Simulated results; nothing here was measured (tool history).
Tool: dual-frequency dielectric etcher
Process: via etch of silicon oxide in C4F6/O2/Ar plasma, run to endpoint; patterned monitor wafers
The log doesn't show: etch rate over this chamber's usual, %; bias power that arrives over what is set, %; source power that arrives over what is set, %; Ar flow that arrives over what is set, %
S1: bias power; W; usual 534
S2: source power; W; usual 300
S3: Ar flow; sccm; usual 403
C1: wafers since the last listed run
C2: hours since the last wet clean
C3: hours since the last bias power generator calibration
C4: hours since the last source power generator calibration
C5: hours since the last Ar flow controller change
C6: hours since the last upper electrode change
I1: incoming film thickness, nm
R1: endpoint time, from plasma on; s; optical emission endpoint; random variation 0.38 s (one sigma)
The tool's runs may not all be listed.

Run 1, day 0: usual settings but S2 330 W; C1 0; C2 0.5; C3 4084; C4 5141; C5 1166.5; C6 3619.5; I1 183.1. Result: R1 43.3 s.
Run 2, day 0.012: usual settings but S2 330 W; C1 2; C2 0.8; C3 4084.3; C4 5141.3; C5 1166.8; C6 3619.8; I1 183.5. Result: R1 43.2 s.
Run 3, day 0.133: usual settings but S2 330 W; C1 22; C2 3.7; C3 4087.2; C4 5144.2; C5 1169.7; C6 3622.7; I1 185.7. Result: R1 43.2 s.
Run 4, day 0.796: usual settings; C1 121; C2 19.6; C3 4103.1; C4 5160.1; C5 1185.6; C6 3638.6; I1 184.1. Result: R1 44.6 s.
Run 5, day 1.062: usual settings; C1 48; C2 26; C3 4109.5; C4 5166.5; C5 1192; C6 3645; I1 182.7. Result: R1 43.5 s.
Run 6, day 1.758: usual settings; C1 127; C2 42.7; C3 4126.2; C4 5183.2; C5 1208.7; C6 3661.7; I1 184.1. Result: R1 44.3 s.
At day 2.108: bias power generator calibrated.
Run 7, day 2.129: usual settings but S1 578 W; C1 37; C2 51.6; C3 0.5; C4 5192.1; C5 1217.6; C6 3670.6; I1 183.3. Result: R1 42.2 s.
At day 2.875: source power generator calibrated.
Run 8, day 2.896: usual settings but S1 449 W, S2 250 W, S3 449 sccm; C1 109; C2 70; C3 18.9; C4 0.5; C5 1236; C6 3689; I1 183.3. Result: R1 53.7 s.
Run 9, day 3.217: usual settings but S1 432 W, S2 220 W; C1 58; C2 77.7; C3 26.6; C4 8.2; C5 1243.7; C6 3696.7; I1 182.5. Result: R1 56.6 s.
Run 10, day 3.7: usual settings but S1 615 W; C1 88; C2 89.3; C3 38.2; C4 19.8; C5 1255.3; C6 3708.3; I1 181.3. Result: R1 40.4 s.
Run 11, day 4.358: usual settings but S1 437 W, S2 240 W, S3 318 sccm; C1 120; C2 105.1; C3 54; C4 35.6; C5 1271.1; C6 3724.1; I1 184.4. Result: R1 53.7 s.
At day 5.621: upper electrode replaced.
Run 12, day 5.642: usual settings but S1 661 W, S3 321 sccm; C1 51; C2 135.9; C3 84.8; C4 66.4; C5 1301.9; C6 0.5; I1 182.6. Result: R1 38 s.
Run 13, day 5.654: usual settings but S1 645 W, S2 220 W, S3 346 sccm; C1 2; C2 136.2; C3 85.1; C4 66.7; C5 1302.2; C6 0.8; I1 183.5. Result: R1 43.4 s.
Run 14, day 5.667: usual settings but S1 466 W, S3 344 sccm; C1 2; C2 136.5; C3 85.4; C4 67; C5 1302.5; C6 1.1; I1 183.2. Result: R1 47.3 s.
Run 15, day 6: usual settings but S1 596 W, S2 250 W, S3 339 sccm; C1 60; C2 144.5; C3 93.4; C4 75; C5 1310.5; C6 9.1; I1 182.7. Result: R1 43.4 s.
Run 16, day 6.646: usual settings; C1 118; C2 160; C3 108.9; C4 90.5; C5 1326; C6 24.6; I1 183.7. Result: R1 44.3 s.
Run 17, day 7.046: usual settings; C1 73; C2 169.6; C3 118.5; C4 100.1; C5 1335.6; C6 34.2; I1 185.7. Result: R1 44.3 s.
Run 18, day 7.5: usual settings but S1 587 W, S2 330 W, S3 352 sccm; C1 83; C2 180.5; C3 129.4; C4 111; C5 1346.5; C6 45.1; I1 183.6. Result: R1 40.1 s.
Run 19, day 7.9: usual settings but S2 260 W; C1 73; C2 190.1; C3 139; C4 120.6; C5 1356.1; C6 54.7; I1 184.3. Result: R1 45.9 s.
Run 20, day 8.312: usual settings but S2 350 W; C1 75; C2 200; C3 148.9; C4 130.5; C5 1366; C6 64.6; I1 182.2. Result: R1 41 s.
Run 21, day 8.871: usual settings; C1 102; C2 213.4; C3 162.3; C4 143.9; C5 1379.4; C6 78; I1 184.4. Result: R1 44.5 s.
At day 9.212: Ar flow controller replaced.
Run 22, day 9.333: usual settings but S1 485 W, S2 280 W; C1 38; C2 224.5; C3 173.4; C4 155; C5 2.9; C6 89.1; I1 181.2. Result: R1 47.6 s.
Run 23, day 9.671: usual settings but S1 661 W, S3 321 sccm; C1 61; C2 232.6; C3 181.5; C4 163.1; C5 11; C6 97.2; I1 183. Result: R1 37.9 s.
Run 24, day 9.938: usual settings but S1 654 W, S2 360 W, S3 450 sccm; C1 48; C2 239; C3 187.9; C4 169.5; C5 17.4; C6 103.6; I1 185.3. Result: R1 36.8 s.
Run 25, day 10.375: usual settings but S3 377 sccm; C1 79; C2 249.5; C3 198.4; C4 180; C5 27.9; C6 114.1; I1 183.4. Result: R1 44 s.
Run 26, day 11.412: usual settings but S1 620 W; C1 189; C2 274.4; C3 223.3; C4 204.9; C5 52.8; C6 139; I1 184. Result: R1 40.4 s.
Run 27, day 11.771: usual settings but S1 485 W, S2 280 W; C1 65; C2 283; C3 231.9; C4 213.5; C5 61.4; C6 147.6; I1 182.3. Result: R1 46.2 s.
Run 28, day 13.742: usual settings but S2 230 W; C1 360; C2 330.3; C3 279.2; C4 260.8; C5 108.7; C6 194.9; I1 182.9. Result: R1 48.2 s.

The same runs without the tool's hidden state, with the same run-to-run variation:
run    R1
  1  43.1
  2  42.9
  3    43
  4  44.5
  5  43.4
  6  44.2
  7  42.1
  8  53.7
  9  56.7
 10  40.5
 11    54
 12  38.3
 13  43.7
 14  47.7
 15  43.7
 16  44.8
 17  44.8
 18  40.6
 19  46.5
 20  41.5
 21  45.2
 22  48.3
 23  38.5
 24  37.5
 25  44.8
 26  41.2
 27  47.2
 28  49.5

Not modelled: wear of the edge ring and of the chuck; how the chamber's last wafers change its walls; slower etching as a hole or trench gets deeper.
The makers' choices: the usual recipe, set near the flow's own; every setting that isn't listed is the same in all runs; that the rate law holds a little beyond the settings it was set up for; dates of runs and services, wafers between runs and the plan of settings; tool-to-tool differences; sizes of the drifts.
